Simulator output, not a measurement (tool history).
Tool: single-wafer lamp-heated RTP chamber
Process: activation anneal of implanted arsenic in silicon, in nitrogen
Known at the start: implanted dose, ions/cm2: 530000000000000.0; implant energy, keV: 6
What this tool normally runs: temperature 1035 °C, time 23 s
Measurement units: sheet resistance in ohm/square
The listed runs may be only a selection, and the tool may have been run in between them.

run    hour  temperature  time  read-back reference wafer on the same gauge, sheet resistance  sheet resistance
  1       0         1055    23                                                         165.53            188.49
  2   104.7         1055    23                                                         165.02            189.66
      231.9  -- pyrometer window cleaned and pyrometer calibrated
  3   233.7         1035    23                                                         164.63             195.4
  4   318.2         1043    13                                                         164.39            201.65
  5   424.1         1043    13                                                          164.2               202
  6   495.1         1043    13                                                         164.21            202.09
      547.7  -- reflector plate cleaned
      551.6  -- pyrometer window cleaned and pyrometer calibrated
      707.5  -- gauge calibrated
  7   736.4         1035    23                                                         169.76            201.71
  8   809.3         1035    23                                                         168.81            200.02
      845.9  -- pyrometer window cleaned and pyrometer calibrated
  9   913.5         1035    23                                                         167.46            200.18
 10   970.7         1020    18                                                         166.95            210.24
 11  1065.7         1035    23                                                         166.24            197.99
       1109  -- reflector plate cleaned
 12  1144.6         1035    28                                                         165.81            193.25
     1198.7  -- pyrometer window cleaned and pyrometer calibrated
 13  1220.9         1054    33                                                         165.43            184.25
 14  1280.7         1017    17                                                         165.18            208.42
 15    1366         1006    17                                                         164.85            213.54
 16  1428.6         1035    23                                                         164.79            195.48
 17  1482.2         1019    12                                                         164.53            213.12
     1548.9  -- pyrometer window cleaned and pyrometer calibrated
 18  1580.6         1035    36                                                         164.35            187.52
 19  1629.3         1021    11                                                          164.3            214.82
 20  1680.2         1035    18                                                         164.24            199.34

Had the tool no unlogged condition, and each run kept its random variation, what would the results have been?
The hidden state here: true wafer temperature minus pyrometer reading, K; wafer temperature error from the tarnished reflector plate, K; gauge reads high (%).
run  sheet resistance
  1            193.66
  2            195.38
  3            201.79
  4            208.49
  5             209.1
  6            209.33
  7            202.01
  8            201.57
  9            203.17
 10            214.06
 11            202.46
 12            198.18
 13            189.38
 14            214.54
 15            220.19
 16            201.78
 17            220.16
 18            193.94
 19            222.28
 20            206.35

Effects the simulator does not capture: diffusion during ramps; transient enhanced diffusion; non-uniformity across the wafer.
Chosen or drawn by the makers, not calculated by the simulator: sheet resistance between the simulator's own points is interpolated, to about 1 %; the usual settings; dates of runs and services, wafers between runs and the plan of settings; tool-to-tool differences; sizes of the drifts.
